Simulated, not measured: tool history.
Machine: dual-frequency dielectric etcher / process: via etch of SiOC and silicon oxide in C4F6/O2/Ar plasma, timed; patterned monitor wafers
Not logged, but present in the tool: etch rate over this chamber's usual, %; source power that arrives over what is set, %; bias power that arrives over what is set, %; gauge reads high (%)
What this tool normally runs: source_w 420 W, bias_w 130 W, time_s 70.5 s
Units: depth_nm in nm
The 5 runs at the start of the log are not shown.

run    hour  source_w  bias_w  time_s  wafers since the last listed run  hours since the last wet clean  hours since the last source power generator calibration  hours since the last bias power generator calibration  hours since the last upper electrode change  hours since the gauge calibration  read-back reference wafer on the same gauge, depth_nm  depth_nm
  6   369.8       370     130    54.0                               911                           266.0                                                   2668.1                                                 4399.2                                        108.5                              101.3                                                   75.9      51.0
  7   417.3       420     130    70.5                               454                           313.5                                                   2715.6                                                 4446.7                                        156.0                              148.8                                                   75.9      68.5
      438.3  -- bias power generator calibrated
  8   473.4       420     149    56.0                               498                           369.6                                                   2771.7                                                   35.1                                        212.1                              204.9                                                   75.9      55.5
  9   535.3       420     149    56.0                               591                           431.5                                                   2833.6                                                   97.0                                        274.0                              266.8                                                   75.9      55.3
 10   585.9       420     105    70.5                               483                           482.1                                                   2884.2                                                  147.6                                        324.6                              317.4                                                   75.9      64.3
 11   650.4       420     105    70.5                               616                           546.6                                                   2948.7                                                  212.1                                        389.1                              381.9                                                   75.9      63.8
      716.9  -- wet clean of the chamber
 12   717.4       420     115    76.0                               411                             0.5                                                   3015.7                                                  279.1                                        456.1                              448.9                                                   75.9      70.3
      749.3  -- source power generator calibrated
 13   783.5       350     150    86.0                               593                            66.6                                                     34.2                                                  345.2                                        522.2                              515.0                                                   75.8      82.8
 14   844.4       460     152    53.5                               582                           127.5                                                     95.1                                                  406.1                                        583.1                              575.9                                                   76.0      54.7
 15  1092.7       420     130    70.5                              2374                           375.8                                                    343.4                                                  654.4                                        831.4                              824.2                                                   75.9      68.2
 16  1138.6       500     141    70.5                               438                           421.7                                                    389.3                                                  700.3                                        877.3                              870.1                                                   75.9      72.6
     1217.8  -- wet clean of the chamber
 17  1239.0       360     130    55.0                               730                            21.2                                                    489.7                                                  800.7                                        977.7                              970.5                                                   75.9      51.2
 18  1300.2       420     130    70.5                               585                            82.4                                                    550.9                                                  861.9                                       1038.9                             1031.7                                                   75.9      67.6
 19  1361.7       420     115    76.0                               588                           143.9                                                    612.4                                                  923.4                                       1100.4                             1093.2                                                   75.9      71.0
 20  1461.6       420     130    70.5                               955                           243.8                                                    712.3                                                 1023.3                                       1200.3                             1193.1                                                   75.9      67.9
 21  1554.8       480     142    70.5                               891                           337.0                                                    805.5                                                 1116.5                                       1293.5                             1286.3                                                   75.9      72.0
 22  1635.2       500     130    58.5                               768                           417.4                                                    885.9                                                 1196.9                                       1373.9                             1366.7                                                   75.9      59.0
 23  1699.0       350     113    70.5                               609                           481.2                                                    949.7                                                 1260.7                                       1437.7                             1430.5                                                   75.8      62.8
 24  1736.1       360     157    70.5                               354                           518.3                                                    986.8                                                 1297.8                                       1474.8                             1467.6                                                   75.9      68.7
     1844.9  -- wet clean of the chamber
 25  1845.4       420     130    70.5                               815                             0.5                                                   1096.1                                                 1407.1                                       1584.1                             1576.9                                                   75.9      67.9
 26  1878.0       420     130    70.5                               311                            33.1                                                   1128.7                                                 1439.7                                       1616.7                             1609.5                                                   75.9      67.9
 27  1936.7       320     156    57.5                               561                            91.8                                                   1187.4                                                 1498.4                                       1675.4                             1668.2                                                   75.9      54.9
 28  1980.2       420     156    56.5                               415                           135.3                                                   1230.9                                                 1541.9                                       1718.9                             1711.7                                                   75.9      57.1
 29  2051.2       420     114    70.5                               678                           206.3                                                   1301.9                                                 1612.9                                       1789.9                             1782.7                                                   75.9      65.6
 30  2101.6       360     116    81.5                               481                           256.7                                                   1352.3                                                 1663.3                                       1840.3                             1833.1                                                   75.9      73.7

3 ways to go on from here, each from the tool as it stands after run 30. What would each give?
  A  2102.0       360     130    70.5                                 3                           257.1                                                   1352.7                                                 1663.7                                       1840.7                             1833.5                                                      ?         ?
  B  2102.0       340     161    50.0                                 3                           257.1                                                   1352.7                                                 1663.7                                       1840.7                             1833.5                                                      ?         ?
  C  2102.0       500      99    53.5                                 3                           257.1                                                   1352.7                                                 1663.7                                       1840.7                             1833.5                                                      ?         ?

run  read-back reference wafer on the same gauge, depth_nm  depth_nm
  A                                                   75.9      65.3
  B                                                   75.9      48.3
  C                                                   75.9      50.3
What these runs would have given with no unlogged condition in the tool:
run  depth_nm
  A      65.7
  B      48.6
  C      50.6

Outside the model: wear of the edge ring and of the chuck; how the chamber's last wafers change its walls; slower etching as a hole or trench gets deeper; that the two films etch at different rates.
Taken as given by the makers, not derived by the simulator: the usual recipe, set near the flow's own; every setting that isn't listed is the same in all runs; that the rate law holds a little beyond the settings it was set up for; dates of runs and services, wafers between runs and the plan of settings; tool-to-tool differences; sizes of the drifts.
